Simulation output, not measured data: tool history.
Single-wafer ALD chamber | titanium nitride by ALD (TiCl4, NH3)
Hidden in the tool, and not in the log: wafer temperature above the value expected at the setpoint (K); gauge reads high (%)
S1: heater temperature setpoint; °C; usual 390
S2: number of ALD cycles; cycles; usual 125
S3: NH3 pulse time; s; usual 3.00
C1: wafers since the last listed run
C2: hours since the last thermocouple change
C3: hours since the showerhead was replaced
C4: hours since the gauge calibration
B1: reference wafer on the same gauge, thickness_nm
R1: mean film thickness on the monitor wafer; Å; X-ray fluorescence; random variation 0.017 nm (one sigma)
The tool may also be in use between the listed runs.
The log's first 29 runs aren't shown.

{"run": 30, "hour": 2249.3, "S1": 390, "S2": 110, "S3": 2.29, "C1": 165, "C2": 679.3, "C3": 890.9, "C4": 354.4, "B1": 3.138, "R1": 25.7}
{"run": 31, "hour": 2300.2, "S1": 390, "S2": 137, "S3": 3.0, "C1": 96, "C2": 730.2, "C3": 941.8, "C4": 405.3, "B1": 3.138, "R1": 32.78}
{"run": 32, "hour": 2381.3, "S1": 395, "S2": 125, "S3": 3.93, "C1": 153, "C2": 811.3, "C3": 1022.9, "C4": 486.4, "B1": 3.145, "R1": 30.32}
{"run": 33, "hour": 2437.6, "S1": 390, "S2": 125, "S3": 3.29, "C1": 106, "C2": 867.6, "C3": 1079.2, "C4": 542.7, "B1": 3.139, "R1": 30.14}
{"run": 34, "hour": 2505.0, "S1": 390, "S2": 125, "S3": 3.99, "C1": 127, "C2": 935.0, "C3": 1146.6, "C4": 610.1, "B1": 3.136, "R1": 29.73}
{"run": 35, "hour": 2563.6, "S1": 390, "S2": 125, "S3": 3.29, "C1": 110, "C2": 993.6, "C3": 1205.2, "C4": 668.7, "B1": 3.139, "R1": 29.92}
{"run": 36, "hour": 2632.7, "S1": 390, "S2": 125, "S3": 3.0, "C1": 130, "C2": 1062.7, "C3": 1274.3, "C4": 737.8, "B1": 3.14, "R1": 29.78}
{"run": 37, "hour": 2730.5, "S1": 377, "S2": 141, "S3": 4.19, "C1": 184, "C2": 1160.5, "C3": 1372.1, "C4": 835.6, "B1": 3.142, "R1": 33.77}

Forecast each of these 4 alternatives for the next run:
{"run": "A", "hour": 2731.2, "S1": 390, "S2": 125, "S3": 3.0, "C1": 1, "C2": 1161.2, "C3": 1372.8, "C4": 836.3, "B1": "?", "R1": "?"}
{"run": "B", "hour": 2731.2, "S1": 379, "S2": 116, "S3": 2.5, "C1": 1, "C2": 1161.2, "C3": 1372.8, "C4": 836.3, "B1": "?", "R1": "?"}
{"run": "C", "hour": 2731.2, "S1": 390, "S2": 125, "S3": 1.97, "C1": 1, "C2": 1161.2, "C3": 1372.8, "C4": 836.3, "B1": "?", "R1": "?"}
{"run": "D", "hour": 2731.2, "S1": 400, "S2": 125, "S3": 2.63, "C1": 1, "C2": 1161.2, "C3": 1372.8, "C4": 836.3, "B1": "?", "R1": "?"}

run=A B1=3.138 R1=29.81
run=B B1=3.138 R1=27.09
run=C B1=3.138 R1=28.91
run=D B1=3.138 R1=29.82
Without the tool's hidden state the same runs would have given:
run=A R1=29.81
run=B R1=27.09
run=C R1=28.91
run=D R1=29.82

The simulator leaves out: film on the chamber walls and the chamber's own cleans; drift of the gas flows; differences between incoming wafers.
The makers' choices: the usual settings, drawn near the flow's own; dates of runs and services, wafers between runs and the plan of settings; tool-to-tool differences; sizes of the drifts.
